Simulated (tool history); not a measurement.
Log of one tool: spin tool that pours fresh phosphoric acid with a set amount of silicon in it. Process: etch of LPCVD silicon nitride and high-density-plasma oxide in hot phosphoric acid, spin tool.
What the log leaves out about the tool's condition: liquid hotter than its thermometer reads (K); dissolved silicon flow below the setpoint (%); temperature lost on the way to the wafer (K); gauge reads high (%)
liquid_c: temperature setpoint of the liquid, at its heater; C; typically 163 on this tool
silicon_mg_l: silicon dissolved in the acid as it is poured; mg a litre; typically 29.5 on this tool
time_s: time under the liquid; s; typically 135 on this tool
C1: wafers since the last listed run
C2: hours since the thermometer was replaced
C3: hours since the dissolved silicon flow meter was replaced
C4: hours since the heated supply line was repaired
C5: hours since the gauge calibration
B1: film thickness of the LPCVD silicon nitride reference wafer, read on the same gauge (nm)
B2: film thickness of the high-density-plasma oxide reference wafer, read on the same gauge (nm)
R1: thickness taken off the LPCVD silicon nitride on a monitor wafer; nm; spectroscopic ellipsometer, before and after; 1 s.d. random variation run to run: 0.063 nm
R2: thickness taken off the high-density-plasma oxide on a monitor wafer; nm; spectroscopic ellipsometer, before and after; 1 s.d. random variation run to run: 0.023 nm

Run 1, hour 0: usual settings but liquid_c 161 C; C1 0; C2 2033; C3 1022; C4 2553.1; C5 625; B1 100; B2 129.983. Result: R1 11.02 nm, R2 0.115 nm.
Run 2, hour 22.3: usual settings but liquid_c 161 C; C1 155; C2 2055.3; C3 1044.3; C4 2575.4; C5 647.3; B1 99.96; B2 130.033. Result: R1 11.06 nm, R2 0.12 nm.
Run 3, hour 42.4: usual settings; C1 139; C2 2075.4; C3 1064.4; C4 2595.5; C5 667.4; B1 100.03; B2 130.039. Result: R1 11.78 nm, R2 0.124 nm.
Run 4, hour 62.4: usual settings; C1 139; C2 2095.4; C3 1084.4; C4 2615.5; C5 687.4; B1 99.98; B2 129.982. Result: R1 11.8 nm, R2 0.092 nm.
Run 5, hour 83.6: usual settings but silicon_mg_l 40.5 mg a litre, time_s 100 s; C1 147; C2 2116.6; C3 1105.6; C4 2636.7; C5 708.6; B1 100.03; B2 129.999. Result: R1 8.76 nm, R2 0.047 nm.
At hour 109.9: gauge calibrated.
Run 6, hour 110.5: usual settings; C1 187; C2 2143.5; C3 1132.5; C4 2663.6; C5 0.6; B1 99.96; B2 130.018. Result: R1 11.75 nm, R2 0.129 nm.
At hour 121.5: dissolved silicon flow meter replaced.
Run 7, hour 138.2: usual settings but silicon_mg_l 40 mg a litre, time_s 55 s; C1 185; C2 2171.2; C3 16.7; C4 2691.3; C5 28.3; B1 99.99; B2 129.999. Result: R1 4.82 nm, R2 0.024 nm.
Run 8, hour 172.3: usual settings but liquid_c 166 C, silicon_mg_l 36 mg a litre, time_s 155 s; C1 237; C2 2205.3; C3 50.8; C4 2725.4; C5 62.4; B1 100; B2 130.042. Result: R1 14.95 nm, R2 0.17 nm.
Run 9, hour 202.3: usual settings but liquid_c 162 C; C1 208; C2 2235.3; C3 80.8; C4 2755.4; C5 92.4; B1 99.97; B2 130.052. Result: R1 11.39 nm, R2 0.107 nm.
At hour 213.1: thermometer replaced.
Run 10, hour 225.3: usual settings but liquid_c 161 C, silicon_mg_l 46 mg a litre, time_s 100 s; C1 153; C2 12.2; C3 103.8; C4 2778.4; C5 115.4; B1 100.01; B2 129.987. Result: R1 7.45 nm, R2 0.018 nm.
At hour 239: heated supply line repaired.
Run 11, hour 252.9: usual settings but liquid_c 166 C, time_s 110 s; C1 185; C2 39.8; C3 131.4; C4 13.9; C5 143; B1 100.01; B2 129.954. Result: R1 11.11 nm, R2 0.155 nm.
Run 12, hour 273.7: usual settings; C1 144; C2 60.6; C3 152.2; C4 34.7; C5 163.8; B1 99.99; B2 130.023. Result: R1 12.28 nm, R2 0.192 nm.
Run 13, hour 300.3: usual settings but silicon_mg_l 45 mg a litre; C1 185; C2 87.2; C3 178.8; C4 61.3; C5 190.4; B1 100.04; B2 130.029. Result: R1 12.47 nm, R2 0.064 nm.
Run 14, hour 328.2: usual settings but liquid_c 165.5 C, silicon_mg_l 10 mg a litre, time_s 195 s; C1 194; C2 115.1; C3 206.7; C4 89.2; C5 218.3; B1 100.02; B2 130.015. Result: R1 19.36 nm, R2 0.499 nm.
Run 15, hour 343.1: usual settings but liquid_c 164 C, silicon_mg_l 21 mg a litre, time_s 65 s; C1 103; C2 130; C3 221.6; C4 104.1; C5 233.2; B1 99.99; B2 129.992. Result: R1 6.13 nm, R2 0.113 nm.
Run 16, hour 360: usual settings; C1 117; C2 146.9; C3 238.5; C4 121; C5 250.1; B1 99.99; B2 130.014. Result: R1 12.39 nm, R2 0.091 nm.
Run 17, hour 388.7: usual settings but silicon_mg_l 40.5 mg a litre; C1 199; C2 175.6; C3 267.2; C4 149.7; C5 278.8; B1 100.02; B2 130.001. Result: R1 12.39 nm, R2 0.059 nm.
Run 18, hour 409.4: usual settings but liquid_c 160 C, silicon_mg_l 37.5 mg a litre, time_s 100 s; C1 144; C2 196.3; C3 287.9; C4 170.4; C5 299.5; B1 100.02; B2 129.976. Result: R1 8.35 nm, R2 0.073 nm.
Run 19, hour 428.8: usual settings but silicon_mg_l 19 mg a litre; C1 135; C2 215.7; C3 307.3; C4 189.8; C5 318.9; B1 100; B2 130.033. Result: R1 12.37 nm, R2 0.255 nm.
Run 20, hour 442.5: usual settings but liquid_c 160 C; C1 95; C2 229.4; C3 321; C4 203.5; C5 332.6; B1 100; B2 130.002. Result: R1 11.22 nm, R2 0.145 nm.
Run 21, hour 469.2: usual settings but liquid_c 164 C, silicon_mg_l 49 mg a litre, time_s 195 s; C1 185; C2 256.1; C3 347.7; C4 230.2; C5 359.3; B1 99.99; B2 130.019. Result: R1 18.53 nm, R2 0.075 nm.

Here are 4 independent what-if runs from the current tool condition. What would each one return?
Run A, hour 469.7: usual settings; C1 3; C2 256.6; C3 348.2; C4 230.7; C5 359.8; B1 ?; B2 ?. Result: R1 ?, R2 ?.
Run B, hour 469.7: usual settings but silicon_mg_l 11 mg a litre, time_s 105 s; C1 3; C2 256.6; C3 348.2; C4 230.7; C5 359.8; B1 ?; B2 ?. Result: R1 ?, R2 ?.
Run C, hour 469.7: usual settings but silicon_mg_l 46 mg a litre, time_s 205 s; C1 3; C2 256.6; C3 348.2; C4 230.7; C5 359.8; B1 ?; B2 ?. Result: R1 ?, R2 ?.
Run D, hour 469.7: usual settings but silicon_mg_l 13 mg a litre; C1 3; C2 256.6; C3 348.2; C4 230.7; C5 359.8; B1 ?; B2 ?. Result: R1 ?, R2 ?.

run      B1       B2     R1     R2
  A  100.02  130.013  12.43   0.15
  B  100.02  130.013   9.67  0.201
  C  100.02  130.013  18.87  0.093
  D  100.02  130.013  12.43  0.246
Stripped of hidden state, with their random variation kept, the same runs would have yielded:
run     R1     R2
  A  12.56  0.153
  B   9.77  0.206
  C  19.07  0.095
  D  12.56  0.252
